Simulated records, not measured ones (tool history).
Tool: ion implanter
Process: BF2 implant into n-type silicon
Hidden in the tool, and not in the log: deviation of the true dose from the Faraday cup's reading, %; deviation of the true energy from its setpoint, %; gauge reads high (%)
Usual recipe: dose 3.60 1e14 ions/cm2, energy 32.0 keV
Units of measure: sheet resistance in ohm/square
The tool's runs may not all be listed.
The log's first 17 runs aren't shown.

| run | hour | dose | energy | wafers since the last listed run | hours since the last dose calibration | hours since the extraction supply was calibrated | hours since the gauge calibration | read-back reference wafer on the same gauge, sheet resistance | sheet resistance |
|---|---|---|---|---|---|---|---|---|---|
| 18 | 1481.4 | 4.62 | 28.0 | 1237 | 1503.9 | 7243.4 | 825.1 | 290.06 | 265.43 |
| 19 | 1549.5 | 3.60 | 32.0 | 1024 | 1572.0 | 7311.5 | 893.2 | 290.10 | 322.19 |
|  | 1575.9 | Faraday cup replaced and dose calibrated |
| 20 | 1635.7 | 3.60 | 32.0 | 1176 | 59.8 | 7397.7 | 979.4 | 290.06 | 320.51 |
| 21 | 1731.6 | 3.10 | 38.0 | 1442 | 155.7 | 7493.6 | 1075.3 | 289.95 | 358.54 |
| 22 | 1783.8 | 4.18 | 22.5 | 785 | 207.9 | 7545.8 | 1127.5 | 290.02 | 296.99 |
| 23 | 1828.7 | 4.05 | 41.0 | 675 | 252.8 | 7590.7 | 1172.4 | 290.10 | 281.47 |
| 24 | 1879.0 | 2.57 | 35.5 | 756 | 303.1 | 7641.0 | 1222.7 | 289.96 | 423.69 |
| 25 | 1944.1 | 3.21 | 32.0 | 979 | 368.2 | 7706.1 | 1287.8 | 289.91 | 354.79 |
| 26 | 2005.6 | 4.18 | 32.0 | 924 | 429.7 | 7767.6 | 1349.3 | 289.95 | 281.67 |
| 27 | 2109.0 | 3.60 | 32.0 | 1555 | 533.1 | 7871.0 | 1452.7 | 290.09 | 321.35 |
| 28 | 2170.2 | 4.54 | 41.0 | 920 | 594.3 | 7932.2 | 1513.9 | 290.09 | 256.04 |
|  | 2180.9 | extraction supply calibrated |
| 29 | 2266.3 | 3.60 | 42.5 | 1325 | 690.4 | 85.4 | 1610.0 | 290.11 | 312.53 |

What will run 30 give?
| 30 | 2509.8 | 4.03 | 22.5 | 3662 | 933.9 | 328.9 | 1853.5 | ? | ? |

Run 30 measured read-back reference wafer on the same gauge, sheet resistance 290.04, sheet resistance 306.68 ohm/square.
Take away the tool's hidden state, keep the run-to-run variation as it was, and the same run would have given sheet resistance 304.50 ohm/square.
